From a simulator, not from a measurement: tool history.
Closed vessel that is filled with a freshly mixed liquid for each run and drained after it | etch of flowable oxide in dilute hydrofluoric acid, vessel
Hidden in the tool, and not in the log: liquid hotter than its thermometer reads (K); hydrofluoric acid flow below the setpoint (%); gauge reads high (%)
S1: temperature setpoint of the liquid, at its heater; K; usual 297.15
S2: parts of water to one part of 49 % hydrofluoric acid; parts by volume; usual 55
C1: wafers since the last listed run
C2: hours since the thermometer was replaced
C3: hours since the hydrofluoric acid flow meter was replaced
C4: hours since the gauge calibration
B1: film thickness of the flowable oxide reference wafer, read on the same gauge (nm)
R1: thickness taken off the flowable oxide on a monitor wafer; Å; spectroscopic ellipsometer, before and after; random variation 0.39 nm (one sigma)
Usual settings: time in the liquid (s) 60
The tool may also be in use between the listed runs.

Run 1, hour 0: usual settings but S1 294.65 K; C1 0; C2 2305.5; C3 982.6; C4 581.1; B1 120.01. Result: R1 330.5 Å.
Run 2, hour 50.5: usual settings but S1 294.65 K; C1 5916; C2 2356; C3 1033.1; C4 631.6; B1 120.01. Result: R1 330.9 Å.
Run 3, hour 98: usual settings but time in the liquid (s) 45; C1 5565; C2 2403.5; C3 1080.6; C4 679.1; B1 120.01. Result: R1 274 Å.
Run 4, hour 122.3: usual settings; C1 2847; C2 2427.8; C3 1104.9; C4 703.4; B1 119.97. Result: R1 365.4 Å.
Run 5, hour 147: usual settings; C1 2893; C2 2452.5; C3 1129.6; C4 728.1; B1 119.99. Result: R1 362.9 Å.
Run 6, hour 197: usual settings; C1 5858; C2 2502.5; C3 1179.6; C4 778.1; B1 120.02. Result: R1 357.7 Å.
Run 7, hour 237.8: usual settings; C1 4780; C2 2543.3; C3 1220.4; C4 818.9; B1 119.99. Result: R1 364.9 Å.
Run 8, hour 277.3: usual settings; C1 4627; C2 2582.8; C3 1259.9; C4 858.4; B1 120.01. Result: R1 357.8 Å.
Run 9, hour 321.4: usual settings; C1 5166; C2 2626.9; C3 1304; C4 902.5; B1 120.04. Result: R1 364.5 Å.
At hour 331.8: gauge calibrated.
Run 10, hour 371.4: usual settings; C1 5858; C2 2676.9; C3 1354; C4 39.6; B1 120. Result: R1 354.7 Å.
At hour 395.6: thermometer replaced.
Run 11, hour 436.9: usual settings but S2 65 parts by volume; C1 7556; C2 41.3; C3 1419.5; C4 105.1; B1 119.99. Result: R1 295.9 Å.

The next listed run, before its measurement:
Run 12, hour 506.2: usual settings but S1 292.15 K, S2 40 parts by volume, time in the liquid (s) 35; C1 8119; C2 110.6; C3 1488.8; C4 174.4; B1 ?. Result: R1 ?.

Run 12 gave B1 120.01, R1 235.5 Å.
Without the tool's hidden state the same run would have given R1 276.8 Å.
